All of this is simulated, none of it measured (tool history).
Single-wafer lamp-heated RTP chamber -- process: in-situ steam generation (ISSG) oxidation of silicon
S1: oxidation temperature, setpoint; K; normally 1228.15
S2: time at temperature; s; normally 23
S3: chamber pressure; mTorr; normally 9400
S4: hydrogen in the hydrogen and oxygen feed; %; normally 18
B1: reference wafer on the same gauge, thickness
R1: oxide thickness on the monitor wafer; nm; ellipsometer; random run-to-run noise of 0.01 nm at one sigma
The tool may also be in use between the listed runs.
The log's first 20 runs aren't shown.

{"run": 21, "hour": 299.7, "S1": 1223.15, "S2": 29, "S3": 10000, "S4": 26, "B1": 4.289, "R1": 5.414}
{"hour": 313.7, "done": "gauge calibrated"}
{"run": 22, "hour": 314.9, "S1": 1228.15, "S2": 18, "S3": 8400, "S4": 11, "B1": 4.293, "R1": 3.83}
{"run": 23, "hour": 329.8, "S1": 1210.15, "S2": 31, "S3": 8800, "S4": 22, "B1": 4.293, "R1": 5.262}
{"run": 24, "hour": 343.9, "S1": 1228.15, "S2": 23, "S3": 9400, "S4": 18, "B1": 4.291, "R1": 4.667}
{"run": 25, "hour": 350.9, "S1": 1222.15, "S2": 23, "S3": 9400, "S4": 18, "B1": 4.293, "R1": 4.575}
{"run": 26, "hour": 365.3, "S1": 1241.15, "S2": 23, "S3": 8100, "S4": 11, "B1": 4.293, "R1": 4.435}
{"run": 27, "hour": 377.6, "S1": 1228.15, "S2": 23, "S3": 10200, "S4": 18, "B1": 4.292, "R1": 4.63}
{"run": 28, "hour": 390.4, "S1": 1246.15, "S2": 16, "S3": 10200, "S4": 21, "B1": 4.293, "R1": 4.322}
{"run": 29, "hour": 402.7, "S1": 1228.15, "S2": 23, "S3": 9400, "S4": 18, "B1": 4.286, "R1": 4.656}
{"run": 30, "hour": 436.5, "S1": 1234.15, "S2": 16, "S3": 9400, "S4": 26, "B1": 4.294, "R1": 4.456}
{"run": 31, "hour": 450.1, "S1": 1228.15, "S2": 23, "S3": 9400, "S4": 18, "B1": 4.286, "R1": 4.685}

Below are 4 alternative next runs, each starting from the tool's condition after run 31. Predict each:
{"run": "A", "hour": 450.6, "S1": 1228.15, "S2": 23, "S3": 9400, "S4": 18, "B1": "?", "R1": "?"}
{"run": "B", "hour": 450.6, "S1": 1243.15, "S2": 20, "S3": 8700, "S4": 22, "B1": "?", "R1": "?"}
{"run": "C", "hour": 450.6, "S1": 1238.15, "S2": 32, "S3": 9400, "S4": 18, "B1": "?", "R1": "?"}
{"run": "D", "hour": 450.6, "S1": 1223.15, "S2": 23, "S3": 9400, "S4": 18, "B1": "?", "R1": "?"}

run=A B1=4.292 R1=4.679
run=B B1=4.292 R1=4.876
run=C B1=4.292 R1=5.637
run=D B1=4.292 R1=4.604
Take away the tool's hidden state, keep each run's random variation, and the runs would have read:
run=A R1=4.645
run=B R1=4.839
run=C R1=5.590
run=D R1=4.572
